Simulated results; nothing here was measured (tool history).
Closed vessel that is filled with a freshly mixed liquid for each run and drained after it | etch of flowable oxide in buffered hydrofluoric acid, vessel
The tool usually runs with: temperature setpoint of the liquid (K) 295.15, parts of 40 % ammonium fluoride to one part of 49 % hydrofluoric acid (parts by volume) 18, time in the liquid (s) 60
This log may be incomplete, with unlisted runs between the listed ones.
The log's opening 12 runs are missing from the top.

| run | hour | temperature setpoint of the liquid (K) | parts of 40 % ammonium fluoride to one part of 49 % hydrofluoric acid (parts by volume) | time in the liquid (s) | read-back film thickness of the flowable oxide reference wafer, read on the same gauge (nm) | thickness taken off the flowable oxide on a monitor wafer (Å) |
|---|---|---|---|---|---|---|
| 13 | 300.9 | 295.15 | 13 | 60 | 29.98 | 1375.2 |
| 14 | 313.6 | 295.15 | 18 | 60 | 29.99 | 1005.4 |
| 15 | 369.8 | 295.15 | 18 | 60 | 30.02 | 1011.8 |
| 16 | 404.5 | 295.15 | 18 | 60 | 29.99 | 1004.7 |
|  | 418.3 | hydrofluoric acid flow meter replaced |
| 17 | 422.1 | 297.15 | 22 | 95 | 29.98 | 1634.3 |
| 18 | 445.9 | 299.65 | 18 | 35 | 30.07 | 811.4 |
| 19 | 470.4 | 293.65 | 15 | 60 | 29.98 | 1194.1 |
| 20 | 500.9 | 293.65 | 15 | 60 | 30.06 | 1203 |
| 21 | 517 | 295.15 | 18 | 60 | 29.99 | 1088.2 |
| 22 | 530 | 291.65 | 18 | 30 | 30.02 | 447.3 |
|  | 534.1 | thermometer replaced |
| 23 | 562.7 | 295.15 | 18 | 60 | 29.95 | 1083.5 |
|  | 567.2 | gauge calibrated |
| 24 | 580.6 | 298.65 | 21.5 | 75 | 30.01 | 1426.9 |
| 25 | 609.1 | 291.65 | 18 | 60 | 29.98 | 888.3 |
| 26 | 644.8 | 295.15 | 18 | 60 | 29.98 | 1072.3 |
| 27 | 673.5 | 293.65 | 20.5 | 80 | 30.01 | 1170.7 |
| 28 | 701 | 295.15 | 18 | 45 | 29.98 | 799.2 |
| 29 | 727.4 | 292.65 | 13.5 | 60 | 30.02 | 1240 |
| 30 | 762.2 | 290.15 | 12 | 30 | 29.99 | 599.5 |
| 31 | 775.1 | 295.15 | 18 | 60 | 30.03 | 1062.2 |

Branching from run 31: 3 alternative next runs. What would each branch give?
| A | 775.8 | 295.15 | 18 | 60 | ? | ? |
| B | 775.8 | 295.15 | 13.5 | 90 | ? | ? |
| C | 775.8 | 298.15 | 22.5 | 40 | ? | ? |

| run | read-back film thickness of the flowable oxide reference wafer, read on the same gauge (nm) | thickness taken off the flowable oxide on a monitor wafer (Å) |
|---|---|---|
| A | 30.02 | 1073.4 |
| B | 30.02 | 2137 |
| C | 30.02 | 705.7 |
What these runs would have given with no unlogged condition in the tool:
| run | thickness taken off the flowable oxide on a monitor wafer (Å) |
|---|---|
| A | 1096 |
| B | 2181.8 |
| C | 716.1 |
